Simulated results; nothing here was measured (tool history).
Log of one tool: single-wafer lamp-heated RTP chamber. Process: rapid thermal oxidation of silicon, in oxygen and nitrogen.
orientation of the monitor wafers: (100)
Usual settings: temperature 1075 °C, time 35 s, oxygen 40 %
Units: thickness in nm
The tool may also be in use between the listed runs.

| run | hour | temperature | time | oxygen | wafers since the last listed run | wafers since the last pyrometer calibration | hours since the oxygen flow controller was replaced | hours since the gauge calibration | read-back reference wafer on the same gauge, thickness | thickness |
|---|---|---|---|---|---|---|---|---|---|---|
| 1 | 0 | 1075 | 35 | 22 | 0 | 646 | 5237.7 | 307.7 | 6.989 | 4.839 |
| 2 | 68.9 | 1075 | 35 | 22 | 690 | 1336 | 5306.6 | 376.6 | 7.013 | 4.841 |
| 3 | 127.5 | 1075 | 35 | 40 | 587 | 1924 | 5365.2 | 435.2 | 7.03 | 5.892 |
| 4 | 176.9 | 1075 | 35 | 40 | 495 | 2419 | 5414.6 | 484.6 | 7.043 | 5.935 |
| 5 | 230.2 | 1054 | 35 | 40 | 534 | 2953 | 5467.9 | 537.9 | 7.06 | 5.169 |
|  | 266.8 | pyrometer window cleaned and pyrometer calibrated |
| 6 | 301.3 | 1054 | 35 | 40 | 632 | 345 | 5539 | 609 | 7.079 | 5.158 |
| 7 | 346.3 | 1075 | 35 | 40 | 450 | 796 | 5584 | 654 | 7.1 | 5.954 |
| 8 | 378 | 1075 | 35 | 40 | 317 | 1114 | 5615.7 | 685.7 | 7.113 | 5.979 |
| 9 | 444.2 | 1075 | 35 | 40 | 663 | 1777 | 5681.9 | 751.9 | 7.135 | 6.024 |
|  | 482.1 | gauge calibrated |
|  | 486.5 | oxygen flow controller replaced |
| 10 | 505 | 1075 | 49 | 33 | 529 | 2306 | 18.5 | 22.9 | 6.904 | 6.249 |
| 11 | 572.9 | 1075 | 49 | 33 | 680 | 2987 | 86.4 | 90.8 | 6.914 | 6.294 |
| 12 | 606.8 | 1056 | 45 | 67 | 339 | 3327 | 120.3 | 124.7 | 6.907 | 6.855 |
|  | 646.7 | pyrometer window cleaned and pyrometer calibrated |
| 13 | 647.2 | 1075 | 47 | 40 | 324 | 4 | 160.7 | 165.1 | 6.915 | 6.566 |
| 14 | 696.1 | 1095 | 27 | 60 | 490 | 494 | 209.6 | 214 | 6.919 | 6.798 |
| 15 | 739.9 | 1075 | 35 | 40 | 438 | 933 | 253.4 | 257.8 | 6.923 | 5.821 |
| 16 | 789.3 | 1099 | 19 | 63 | 495 | 1428 | 302.8 | 307.2 | 6.939 | 6.148 |
| 17 | 852.1 | 1075 | 35 | 22 | 629 | 2058 | 365.6 | 370 | 6.944 | 4.752 |
| 18 | 922.3 | 1051 | 26 | 17 | 703 | 2761 | 435.8 | 440.2 | 6.956 | 3.465 |
| 19 | 954.6 | 1084 | 35 | 40 | 323 | 3085 | 468.1 | 472.5 | 6.975 | 6.269 |
|  | 989 | pyrometer window cleaned and pyrometer calibrated |
| 20 | 1018.9 | 1075 | 35 | 40 | 564 | 299 | 532.4 | 536.8 | 6.987 | 5.905 |
| 21 | 1078.2 | 1075 | 35 | 40 | 594 | 893 | 591.7 | 596.1 | 7.016 | 5.882 |
| 22 | 1135.7 | 1050 | 45 | 17 | 576 | 1470 | 649.2 | 653.6 | 7.034 | 4.237 |
| 23 | 1212.5 | 1075 | 51 | 40 | 769 | 2239 | 726 | 730.4 | 7.063 | 7.017 |

Hidden state or all else? Some run-to-run changes of thickness, split into what the settings, what came in and random variation would give without the hidden state, and what is left for the hidden state (with any gauge scatter that isn't in both results):
The hidden state here: true wafer temperature minus pyrometer reading, K; deviation of the oxygen flow from its setpoint, %; gauge reads high (%).
Run 9 -> 10: time 35 -> 49, oxygen 40 -> 33, gauge calibrated, oxygen flow controller replaced. thickness +0.225 nm: hidden state -0.197, all else +0.422.
Run 18 -> 19: temperature 1051 -> 1084, time 26 -> 35, oxygen 17 -> 40. thickness +2.804 nm: hidden state +0.026, all else +2.778.
Run 22 -> 23: temperature 1050 -> 1075, time 45 -> 51, oxygen 17 -> 40. thickness +2.78 nm: hidden state +0.076, all else +2.704.
